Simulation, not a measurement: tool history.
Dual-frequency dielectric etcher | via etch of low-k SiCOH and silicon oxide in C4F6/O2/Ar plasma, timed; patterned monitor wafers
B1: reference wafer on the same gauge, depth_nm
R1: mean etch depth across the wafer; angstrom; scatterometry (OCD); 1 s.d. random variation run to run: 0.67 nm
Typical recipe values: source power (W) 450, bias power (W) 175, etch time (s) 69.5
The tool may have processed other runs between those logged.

run 1 day=0 | source_power_(W)=450 bias_power_(W)=188 etch_time_(s)=69.5 | B1=170.1 | R1=1997
-- day=2.883 wet clean of the chamber
run 2 day=4.125 | source_power_(W)=450 bias_power_(W)=188 etch_time_(s)=69.5 | B1=170.1 | R1=2002
run 3 day=6.638 | source_power_(W)=450 bias_power_(W)=175 etch_time_(s)=69.5 | B1=170 | R1=1953
run 4 day=10.442 | source_power_(W)=450 bias_power_(W)=175 etch_time_(s)=69.5 | B1=169.9 | R1=1951
run 5 day=14.029 | source_power_(W)=450 bias_power_(W)=175 etch_time_(s)=69.5 | B1=169.9 | R1=1947
run 6 day=17.804 | source_power_(W)=450 bias_power_(W)=202 etch_time_(s)=82 | B1=170 | R1=2418
-- day=25.508 source power generator calibrated
-- day=27.4 bias power generator calibrated
-- day=29.075 wet clean of the chamber
run 7 day=29.096 | source_power_(W)=530 bias_power_(W)=175 etch_time_(s)=69.5 | B1=170.1 | R1=2255
run 8 day=32.438 | source_power_(W)=530 bias_power_(W)=175 etch_time_(s)=69.5 | B1=170 | R1=2248
run 9 day=34.071 | source_power_(W)=450 bias_power_(W)=175 etch_time_(s)=69.5 | B1=170.1 | R1=2030
-- day=36.617 gauge calibrated
run 10 day=37.229 | source_power_(W)=480 bias_power_(W)=175 etch_time_(s)=69.5 | B1=170 | R1=2110
-- day=41.342 upper electrode replaced
run 11 day=41.362 | source_power_(W)=550 bias_power_(W)=164 etch_time_(s)=69.5 | B1=169.9 | R1=2232
run 12 day=44.288 | source_power_(W)=480 bias_power_(W)=175 etch_time_(s)=76.5 | B1=170 | R1=2295

Run 13 has not been measured yet. What should we expect?
run 13 day=46.879 | source_power_(W)=450 bias_power_(W)=203 etch_time_(s)=59 | B1=? | R1=?

B1: 169.9
R1: 1793 angstrom
The same run, on a tool lacking any hidden state, would have yielded R1 1806 angstrom.
